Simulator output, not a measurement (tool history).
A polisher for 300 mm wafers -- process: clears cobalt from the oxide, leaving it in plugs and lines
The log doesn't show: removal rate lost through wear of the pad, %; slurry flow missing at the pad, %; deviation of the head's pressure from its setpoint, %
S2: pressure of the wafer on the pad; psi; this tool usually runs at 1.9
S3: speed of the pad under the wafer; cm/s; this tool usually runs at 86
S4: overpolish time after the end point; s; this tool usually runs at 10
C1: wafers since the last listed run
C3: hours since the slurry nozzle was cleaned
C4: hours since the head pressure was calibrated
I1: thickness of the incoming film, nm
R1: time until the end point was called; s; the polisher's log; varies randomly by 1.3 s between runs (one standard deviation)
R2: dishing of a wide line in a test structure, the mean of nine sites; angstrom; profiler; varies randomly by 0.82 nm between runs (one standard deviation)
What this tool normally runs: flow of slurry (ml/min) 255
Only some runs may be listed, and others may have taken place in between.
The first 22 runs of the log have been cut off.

Run 23, hour 1331: usual settings; C1 350; wafers polished on this pad 1509; C3 133.4; C4 358.3; I1 355.6. Result: R1 77.2 s, R2 369 angstrom.
Run 24, hour 1368.8: usual settings; C1 224; wafers polished on this pad 1734; C3 171.2; C4 396.1; I1 348.7. Result: R1 75.2 s, R2 361 angstrom.
Run 25, hour 1394.1: usual settings but S3 94 cm/s; C1 150; wafers polished on this pad 1884; C3 196.5; C4 421.4; I1 351.7. Result: R1 70.7 s, R2 372 angstrom.
At hour 1421.4: worn pad replaced by a new one.
Run 26, hour 1431.9: usual settings but flow of slurry (ml/min) 200, S3 56 cm/s, S4 7 s; C1 200; wafers polished on this pad 62; C3 234.3; C4 459.2; I1 347.4. Result: R1 101 s, R2 203 angstrom.
Run 27, hour 1478.1: usual settings but flow of slurry (ml/min) 335, S2 2.2 psi, S3 68 cm/s, S4 8 s; C1 274; wafers polished on this pad 336; C3 280.5; C4 505.4; I1 345.2. Result: R1 75.5 s, R2 305 angstrom.
Run 28, hour 1523.6: usual settings but S2 2.3 psi, S3 62 cm/s; C1 270; wafers polished on this pad 606; C3 326; C4 550.9; I1 347.3. Result: R1 78.6 s, R2 349 angstrom.
Run 29, hour 1560.3: usual settings; C1 217; wafers polished on this pad 824; C3 362.7; C4 587.6; I1 351.5. Result: R1 75.9 s, R2 358 angstrom.
Run 30, hour 1616.4: usual settings but flow of slurry (ml/min) 295, S2 1.2 psi; C1 333; wafers polished on this pad 1158; C3 418.8; C4 643.7; I1 353.9. Result: R1 114 s, R2 251 angstrom.
Run 31, hour 1684.6: usual settings but S4 4 s; C1 405; wafers polished on this pad 1563; C3 487; C4 711.9; I1 355.4. Result: R1 78.3 s, R2 154 angstrom.
Run 32, hour 1738: usual settings but S2 2.3 psi, S4 5 s; C1 317; wafers polished on this pad 1880; C3 540.4; C4 765.3; I1 349.3. Result: R1 63.5 s, R2 228 angstrom.
At hour 1765.3: slurry nozzle cleaned.
At hour 1788.8: worn pad replaced by a new one.
Run 33, hour 1801.7: usual settings but flow of slurry (ml/min) 170, S2 1.4 psi, S3 114 cm/s; C1 348; wafers polished on this pad 76; C3 36.4; C4 829; I1 352.9. Result: R1 86.3 s, R2 310 angstrom.
Run 34, hour 1841.4: usual settings but flow of slurry (ml/min) 230; C1 235; wafers polished on this pad 312; C3 76.1; C4 868.7; I1 355.2. Result: R1 78.4 s, R2 339 angstrom.

Consider 3 possible next runs. They are alternatives, not a sequence: every one starts from the tool as it was left by run 34. What does each give?
Run A, hour 1841.8: usual settings but flow of slurry (ml/min) 290; C1 2; wafers polished on this pad 314; C3 76.5; C4 869.1; I1 349.5. Result: R1 ?, R2 ?.
Run B, hour 1841.8: usual settings but S2 2.4 psi, S3 104 cm/s; C1 2; wafers polished on this pad 314; C3 76.5; C4 869.1; I1 349.5. Result: R1 ?, R2 ?.
Run C, hour 1841.8: usual settings but S3 100 cm/s, S4 8 s; C1 2; wafers polished on this pad 314; C3 76.5; C4 869.1; I1 349.5. Result: R1 ?, R2 ?.

run    R1   R2
  A  78.1  341
  B  55.3  441
  C  70.7  309
Without the tool's unlogged condition, the same runs would have read:
run    R1   R2
  A  74.4  355
  B  52.7  456
  C  67.3  322
